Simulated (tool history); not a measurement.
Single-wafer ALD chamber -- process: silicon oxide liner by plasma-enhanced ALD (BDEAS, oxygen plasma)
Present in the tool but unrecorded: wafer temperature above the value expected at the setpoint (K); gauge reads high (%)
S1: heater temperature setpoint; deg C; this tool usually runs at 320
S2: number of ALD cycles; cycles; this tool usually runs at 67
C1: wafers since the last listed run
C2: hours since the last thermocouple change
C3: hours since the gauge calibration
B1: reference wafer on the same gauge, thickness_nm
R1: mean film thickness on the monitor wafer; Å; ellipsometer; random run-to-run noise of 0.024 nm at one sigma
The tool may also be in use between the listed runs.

run    hour   S1  S2   C1      C2      C3     B1     R1
  1       0  320  67    0   888.3   116.2  6.843  69.06
  2    60.8  320  67  388   949.1     177  6.849  68.76
  3     135  325  67  474  1023.3   251.2  6.851  68.42
  4   172.7  325  67  240    1061   288.9  6.854  68.32
  5     222  320  67  314  1110.3   338.2  6.847  69.12
  6   274.5  320  67  335  1162.8   390.7  6.852  68.72
  7   329.3  320  67  350  1217.6   445.5  6.845  68.62
  8   377.4  320  67  307  1265.7   493.6   6.85  68.76
  9   453.1  320  67  483  1341.4   569.3  6.849  68.59
 10   500.4  320  67  302  1388.7   616.6  6.851  68.85
 11   569.5  320  67  441  1457.8   685.7  6.845  68.52
 12   658.8  320  67  570  1547.1     775  6.856  68.75
      727.6  -- thermocouple changed; heater temperature recalibrated
 13   728.1  320  67  391     0.5   844.3  6.848  68.96
 14     789  320  67  389    61.4   905.2  6.852  68.72
 15   853.1  320  67  409   125.5   969.3  6.851  68.94
 16   910.8  324  67  368   183.2    1027  6.843  68.35
 17   967.8  316  57  364   240.2    1084   6.85  58.79
 18  1073.3  316  57  674   345.7  1189.5  6.856  59.04
 19  1122.5  316  57  314   394.9  1238.7  6.847  58.75
 20  1162.9  320  78  258   435.3  1279.1  6.853  79.88
 21  1249.6  312  76  553     522  1365.8  6.856  78.83
 22  1314.2  320  67  412   586.6  1430.4  6.849  68.69
     1339.5  -- gauge calibrated
 23    1399  316  57  541   671.4    59.5  6.852   58.8
 24  1446.4  316  67  302   718.8   106.9  6.849  69.15
 25  1492.1  320  67  291   764.5   152.6  6.841  68.39
 26  1599.8  328  73  688   872.2   260.3  6.857  74.26
 27  1675.3  320  67  482   947.7   335.8  6.852  68.83
 28    1737  320  67  394  1009.4   397.5  6.846  68.29
 29  1835.1  310  55  626  1107.5   495.6  6.847  57.38
 30  1875.7  320  67  259  1148.1   536.2  6.848  69.04
 31  1970.4  307  73  605  1242.8   630.9  6.851  76.53
 32  2010.2  320  60  254  1282.6   670.7   6.85  61.75
 33  2055.8  331  64  291  1328.2   716.3  6.846  64.44
 34  2111.7  312  67  357  1384.1   772.2  6.849  69.77
     2218.5  -- thermocouple changed; heater temperature recalibrated
 35  2219.3  320  67  636     0.8   879.8  6.849  68.67
 36    2282  331  60  400    63.5   942.5  6.846  60.46
 37  2324.7  327  72  272   106.2   985.2  6.848  72.81
 38  2411.7  314  73  555   193.2  1072.2  6.846   75.4

Across each entry between runs, compare the hidden state at the last listed run before it with the hidden state at the first listed run after it:
Between runs 12 and 13: thermocouple changed; heater temperature recalibrated (hour 727.6)
  both runs share identical hidden conditions
Between runs 22 and 23: gauge calibrated (hour 1339.5)
  both runs share identical hidden conditions
Between runs 34 and 35: thermocouple changed; heater temperature recalibrated (hour 2218.5)
  both runs share identical hidden conditions
